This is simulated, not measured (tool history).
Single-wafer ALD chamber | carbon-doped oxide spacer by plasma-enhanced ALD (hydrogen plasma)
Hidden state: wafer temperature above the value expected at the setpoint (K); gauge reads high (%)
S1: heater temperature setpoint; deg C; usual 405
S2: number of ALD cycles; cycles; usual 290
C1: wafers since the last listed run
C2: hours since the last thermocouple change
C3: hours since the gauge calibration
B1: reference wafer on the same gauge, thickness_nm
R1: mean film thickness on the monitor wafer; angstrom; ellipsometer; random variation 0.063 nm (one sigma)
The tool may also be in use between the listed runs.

run 1 hour=0.0 | S1=414 S2=275 | C1=0 C2=1289.6 C3=0.2 | B1=17.707 | R1=137.15
run 2 hour=16.9 | S1=405 S2=290 | C1=17 C2=1306.5 C3=17.1 | B1=17.685 | R1=148.54
run 3 hour=28.0 | S1=405 S2=290 | C1=11 C2=1317.6 C3=28.2 | B1=17.690 | R1=148.91
run 4 hour=34.1 | S1=395 S2=290 | C1=6 C2=1323.7 C3=34.3 | B1=17.699 | R1=152.04
run 5 hour=44.0 | S1=405 S2=290 | C1=10 C2=1333.6 C3=44.2 | B1=17.690 | R1=149.39
run 6 hour=57.4 | S1=405 S2=290 | C1=13 C2=1347.0 C3=57.6 | B1=17.685 | R1=149.06
-- hour=109.1 thermocouple changed; heater temperature recalibrated
run 7 hour=109.6 | S1=405 S2=290 | C1=44 C2=0.5 C3=109.8 | B1=17.702 | R1=149.48
run 8 hour=122.4 | S1=405 S2=290 | C1=12 C2=13.3 C3=122.6 | B1=17.688 | R1=149.25
run 9 hour=132.1 | S1=405 S2=290 | C1=9 C2=23.0 C3=132.3 | B1=17.702 | R1=149.54
run 10 hour=149.1 | S1=408 S2=277 | C1=17 C2=40.0 C3=149.3 | B1=17.726 | R1=141.54
run 11 hour=156.7 | S1=408 S2=277 | C1=7 C2=47.6 C3=156.9 | B1=17.724 | R1=142.01

The next listed run, before its measurement:
run 12 hour=167.7 | S1=394 S2=334 | C1=11 C2=58.6 C3=167.9 | B1=? | R1=?

{"run 12": {"B1": 17.712, "R1": 175.35}}
Without the tool's hidden state the same run would have given R1 175.35 angstrom.

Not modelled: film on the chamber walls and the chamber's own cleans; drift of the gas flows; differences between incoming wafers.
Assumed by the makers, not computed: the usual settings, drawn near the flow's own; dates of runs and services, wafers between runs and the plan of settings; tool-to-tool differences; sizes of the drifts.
